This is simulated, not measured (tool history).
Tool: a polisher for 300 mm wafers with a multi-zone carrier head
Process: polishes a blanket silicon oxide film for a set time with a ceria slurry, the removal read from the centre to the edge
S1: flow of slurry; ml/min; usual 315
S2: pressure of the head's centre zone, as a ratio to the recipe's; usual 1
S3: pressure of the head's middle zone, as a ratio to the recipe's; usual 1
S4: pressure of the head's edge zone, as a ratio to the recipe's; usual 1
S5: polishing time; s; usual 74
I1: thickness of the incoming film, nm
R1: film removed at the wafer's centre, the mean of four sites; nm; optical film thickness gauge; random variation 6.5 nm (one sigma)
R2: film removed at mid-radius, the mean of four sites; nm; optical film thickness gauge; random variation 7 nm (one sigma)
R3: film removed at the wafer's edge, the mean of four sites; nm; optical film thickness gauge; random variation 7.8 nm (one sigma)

{"run": 1, "hour": 0.0, "S1": 315, "S2": 1, "S3": 1, "S4": 1, "S5": 74, "I1": 1832.6, "R1": 499.4, "R2": 523.9, "R3": 513.3}
{"run": 2, "hour": 39.9, "S1": 235, "S2": 1, "S3": 0.97, "S4": 1, "S5": 74, "I1": 1855.8, "R1": 463.5, "R2": 485.4, "R3": 500.1}
{"run": 3, "hour": 69.2, "S1": 360, "S2": 1, "S3": 1.06, "S4": 1, "S5": 93, "I1": 1798.9, "R1": 613.9, "R2": 685.5, "R3": 657.6}
{"run": 4, "hour": 129.7, "S1": 315, "S2": 1, "S3": 1, "S4": 1, "S5": 86, "I1": 1785.3, "R1": 562.8, "R2": 616.9, "R3": 607.8}
{"hour": 159.2, "done": "carrier head's membrane replaced by a new one"}
{"run": 5, "hour": 183.5, "S1": 240, "S2": 1, "S3": 1, "S4": 1, "S5": 74, "I1": 1826.2, "R1": 463.8, "R2": 493.2, "R3": 517.8}
{"run": 6, "hour": 216.2, "S1": 315, "S2": 0.97, "S3": 1, "S4": 1, "S5": 74, "I1": 1833.6, "R1": 449.7, "R2": 537, "R3": 537.1}
{"run": 7, "hour": 286.4, "S1": 315, "S2": 0.94, "S3": 1, "S4": 1, "S5": 74, "I1": 1831.6, "R1": 445.5, "R2": 514.9, "R3": 523.2}
{"hour": 333.5, "done": "worn pad replaced by a new one"}
{"run": 8, "hour": 358.3, "S1": 270, "S2": 1, "S3": 1.11, "S4": 1, "S5": 90, "I1": 1826.2, "R1": 552.9, "R2": 658.6, "R3": 622.1}
{"hour": 372.3, "done": "slurry nozzle cleaned"}
{"run": 9, "hour": 405.4, "S1": 315, "S2": 1, "S3": 1, "S4": 1, "S5": 74, "I1": 1849.4, "R1": 458.7, "R2": 527.7, "R3": 528.4}
{"run": 10, "hour": 464.4, "S1": 315, "S2": 1, "S3": 1, "S4": 1, "S5": 74, "I1": 1816, "R1": 468.2, "R2": 515.3, "R3": 517.9}
{"run": 11, "hour": 501.0, "S1": 315, "S2": 1, "S3": 1, "S4": 0.91, "S5": 63, "I1": 1810.3, "R1": 392.7, "R2": 438, "R3": 442.8}
{"run": 12, "hour": 559.9, "S1": 315, "S2": 1.04, "S3": 1, "S4": 1, "S5": 74, "I1": 1811.1, "R1": 472.7, "R2": 523.9, "R3": 533.8}
{"run": 13, "hour": 597.1, "S1": 315, "S2": 1.08, "S3": 1.09, "S4": 1, "S5": 74, "I1": 1810.8, "R1": 488.1, "R2": 544.3, "R3": 528.8}
{"hour": 628.7, "done": "edge zone pressure recalibrated"}
{"hour": 694.6, "done": "worn pad replaced by a new one"}
{"run": 14, "hour": 743.2, "S1": 400, "S2": 0.96, "S3": 1, "S4": 1, "S5": 74, "I1": 1853.4, "R1": 454.9, "R2": 523.9, "R3": 534.4}
{"hour": 764.4, "done": "slurry nozzle cleaned"}
{"run": 15, "hour": 793.8, "S1": 315, "S2": 1, "S3": 1, "S4": 1, "S5": 74, "I1": 1857.8, "R1": 452.8, "R2": 522.1, "R3": 536.1}

The next listed run, before its measurement:
{"run": 16, "hour": 864.1, "S1": 315, "S2": 1, "S3": 1, "S4": 1, "S5": 74, "I1": 1841.5, "R1": "?", "R2": "?", "R3": "?"}

Run 16 gave R1 453.4 nm, R2 515.2 nm, R3 535.7 nm.
Without the tool's hidden state the same run would have given R1 510.3 nm, R2 514.9 nm, R3 535.7 nm.
